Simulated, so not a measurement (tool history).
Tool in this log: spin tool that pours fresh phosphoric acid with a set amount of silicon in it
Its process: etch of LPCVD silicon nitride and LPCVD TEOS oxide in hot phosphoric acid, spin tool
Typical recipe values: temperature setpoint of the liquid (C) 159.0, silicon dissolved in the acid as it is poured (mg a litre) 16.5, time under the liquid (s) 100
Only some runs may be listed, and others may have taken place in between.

run	hour	temperature setpoint of the liquid (C)	silicon dissolved in the acid as it is poured (mg a litre)	time under the liquid (s)	read-back film thickness of the LPCVD silicon nitride reference wafer, read on the same gauge (nm)	read-back film thickness of the LPCVD TEOS oxide reference wafer, read on the same gauge (nm)	thickness taken off the LPCVD silicon nitride on a monitor wafer (Å)	thickness taken off the LPCVD TEOS oxide on a monitor wafer (Å)
1	0.0	159.5	16.5	100	59.97	39.986	81.2	4.76
2	13.9	159.0	16.5	100	59.97	40.029	79.7	3.92
3	22.6	159.0	16.5	100	60.01	39.982	79.7	3.71
4	31.5	161.5	28.0	100	60.00	39.966	87.6	3.76
5	41.4	158.0	9.0	125	59.99	39.955	96.8	5.48
6	49.0	156.5	16.5	100	60.02	40.025	73.2	3.56
7	65.5	159.0	16.5	100	60.03	40.004	79.0	4.60
8	82.4	161.0	16.5	100	59.99	39.978	85.1	4.55
9	93.9	159.0	21.5	70	60.02	40.044	55.5	2.55
10	106.0	159.0	16.5	45	59.96	40.007	35.7	1.78
11	118.4	159.0	16.5	100	60.02	39.994	79.7	4.42
12	130.4	161.5	24.0	40	60.04	39.937	34.5	1.63
# hour 133.8: thermometer replaced
# hour 137.4: gauge calibrated
13	147.7	159.0	21.5	70	60.00	39.965	55.7	2.58
14	154.7	159.0	10.5	145	59.95	39.955	115.1	7.23
15	169.8	160.5	25.0	100	59.98	40.018	83.7	4.07
# hour 178.8: dissolved silicon flow meter replaced
16	187.1	159.0	16.5	100	59.99	39.969	78.9	3.88
17	197.8	158.0	6.5	100	60.02	39.990	76.3	4.36
18	226.9	161.0	22.0	55	60.01	39.992	46.6	2.34

Estimate the outcome of run 19 from the log above:
19	233.5	160.5	16.5	100	?	?	?	?

{"run 19": {"read-back film thickness of the LPCVD silicon nitride reference wafer, read on the same gauge (nm)": 60.01, "read-back film thickness of the LPCVD TEOS oxide reference wafer, read on the same gauge (nm)": 39.99, "thickness taken off the LPCVD silicon nitride on a monitor wafer (Å)": 82.5, "thickness taken off the LPCVD TEOS oxide on a monitor wafer (Å)": 4.28}}
On a tool with no hidden condition, and with the same random variation, this run would have come out at thickness taken off the LPCVD silicon nitride on a monitor wafer (Å) 83.6, thickness taken off the LPCVD TEOS oxide on a monitor wafer (Å) 4.41.

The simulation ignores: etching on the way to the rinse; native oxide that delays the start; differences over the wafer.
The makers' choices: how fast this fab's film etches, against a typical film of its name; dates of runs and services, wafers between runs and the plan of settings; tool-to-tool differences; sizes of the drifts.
